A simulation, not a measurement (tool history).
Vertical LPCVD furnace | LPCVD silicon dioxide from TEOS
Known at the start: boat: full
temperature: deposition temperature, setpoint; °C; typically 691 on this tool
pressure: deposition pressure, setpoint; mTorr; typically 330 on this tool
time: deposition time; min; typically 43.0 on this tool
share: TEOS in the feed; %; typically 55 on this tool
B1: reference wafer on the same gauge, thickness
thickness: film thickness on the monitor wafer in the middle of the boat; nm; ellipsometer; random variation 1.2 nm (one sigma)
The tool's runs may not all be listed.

Run 1, hour 0.0: usual settings; B1 197.41. Result: thickness 252.50 nm.
Run 2, hour 32.8: usual settings; B1 197.01. Result: thickness 250.34 nm.
Run 3, hour 56.4: usual settings; B1 196.92. Result: thickness 250.25 nm.
Run 4, hour 82.9: usual settings; B1 196.88. Result: thickness 251.21 nm.
Run 5, hour 111.3: usual settings; B1 197.33. Result: thickness 250.34 nm.
Run 6, hour 125.2: usual settings; B1 196.77. Result: thickness 252.30 nm.
Run 7, hour 152.7: usual settings; B1 196.43. Result: thickness 249.75 nm.
Run 8, hour 166.4: usual settings but share 48 %; B1 196.94. Result: thickness 235.63 nm.
Run 9, hour 198.6: usual settings but share 48 %; B1 197.23. Result: thickness 235.59 nm.
At hour 229.9: gauge calibrated.
At hour 237.0: pressure gauge zeroed.
Run 10, hour 237.5: usual settings but temperature 695 °C; B1 197.14. Result: thickness 275.72 nm.
Run 11, hour 253.0: usual settings but temperature 695 °C; B1 196.90. Result: thickness 276.56 nm.
At hour 277.7: TEOS flow controller replaced.
Run 12, hour 278.4: usual settings but temperature 687 °C; B1 197.03. Result: thickness 228.84 nm.
Run 13, hour 310.6: usual settings but temperature 687 °C; B1 197.01. Result: thickness 229.91 nm.
Run 14, hour 340.4: usual settings but temperature 684 °C, pressure 380 mTorr, time 54.0 min, share 66 %; B1 197.33. Result: thickness 312.81 nm.
Run 15, hour 371.1: usual settings; B1 196.99. Result: thickness 251.85 nm.
Run 16, hour 397.1: usual settings but time 55.5 min; B1 197.04. Result: thickness 327.05 nm.
At hour 423.6: thermocouples replaced and temperature profile calibrated.
Run 17, hour 426.1: usual settings but temperature 702 °C; B1 196.60. Result: thickness 339.41 nm.
Run 18, hour 444.3: usual settings but pressure 265 mTorr, time 48.5 min, share 50 %; B1 197.30. Result: thickness 253.65 nm.
Run 19, hour 479.1: usual settings; B1 196.55. Result: thickness 263.45 nm.
Run 20, hour 505.1: usual settings; B1 196.90. Result: thickness 267.79 nm.
At hour 533.6: thermocouples replaced and temperature profile calibrated, repeated, since the last time left the tool worse.
Run 21, hour 534.1: usual settings but temperature 679 °C, pressure 305 mTorr, share 60 %; B1 197.51. Result: thickness 175.58 nm.
Run 22, hour 565.9: usual settings but temperature 695 °C, share 64 %; B1 197.41. Result: thickness 276.82 nm.
Run 23, hour 601.6: usual settings but share 48 %; B1 196.96. Result: thickness 221.56 nm.
Run 24, hour 635.9: usual settings but pressure 250 mTorr, share 46 %; B1 196.55. Result: thickness 190.22 nm.
Run 25, hour 667.7: usual settings but temperature 681 °C, pressure 350 mTorr, time 35.5 min, share 62 %; B1 197.03. Result: thickness 169.96 nm.
At hour 676.7: gauge calibrated.
Run 26, hour 681.3: usual settings but temperature 681 °C, pressure 310 mTorr, time 58.0 min, share 63 %; B1 197.51. Result: thickness 262.74 nm.
Run 27, hour 697.0: usual settings but temperature 698 °C, pressure 405 mTorr; B1 197.20. Result: thickness 313.33 nm.
Run 28, hour 729.3: usual settings but temperature 680 °C, pressure 360 mTorr, time 55.5 min, share 48 %; B1 197.29. Result: thickness 231.53 nm.
Run 29, hour 762.9: usual settings; B1 197.20. Result: thickness 237.44 nm.
Run 30, hour 787.3: usual settings but share 51 %; B1 197.08. Result: thickness 233.29 nm.

Some steps in thickness between neighbouring runs. How much of each would the tool show without its hidden state too (settings, what came in, random variation), and how much is left for the hidden state, with any gauge scatter that isn't in both results?
Unlogged tool condition in this case: true tube temperature minus thermocouple reading, K; true pressure minus gauge reading, mTorr; deviation of the TEOS flow from its setpoint, %; gauge reads high (%).
Run 16 -> 17: temperature 691 -> 702, time 55.5 -> 43.0, thermocouples replaced and temperature profile calibrated. thickness +12.36 nm: hidden state +13.20, all else -0.84.
Run 17 -> 18: temperature 702 -> 691, pressure 330 -> 265, time 43.0 -> 48.5, share 55 -> 50. thickness -85.76 nm: hidden state -7.81, all else -77.95.
Run 20 -> 21: temperature 691 -> 679, pressure 330 -> 305, share 55 -> 60, thermocouples replaced and temperature profile calibrated, repeated, since the last time left the tool worse. thickness -92.21 nm: hidden state -30.25, all else -61.96.
Run 21 -> 22: temperature 679 -> 695, pressure 305 -> 330, share 60 -> 64. thickness +101.24 nm: hidden state +1.00, all else +100.24.
Run 25 -> 26: pressure 350 -> 310, time 35.5 -> 58.0, share 62 -> 63, gauge calibrated. thickness +92.78 nm: hidden state +1.65, all else +91.13.

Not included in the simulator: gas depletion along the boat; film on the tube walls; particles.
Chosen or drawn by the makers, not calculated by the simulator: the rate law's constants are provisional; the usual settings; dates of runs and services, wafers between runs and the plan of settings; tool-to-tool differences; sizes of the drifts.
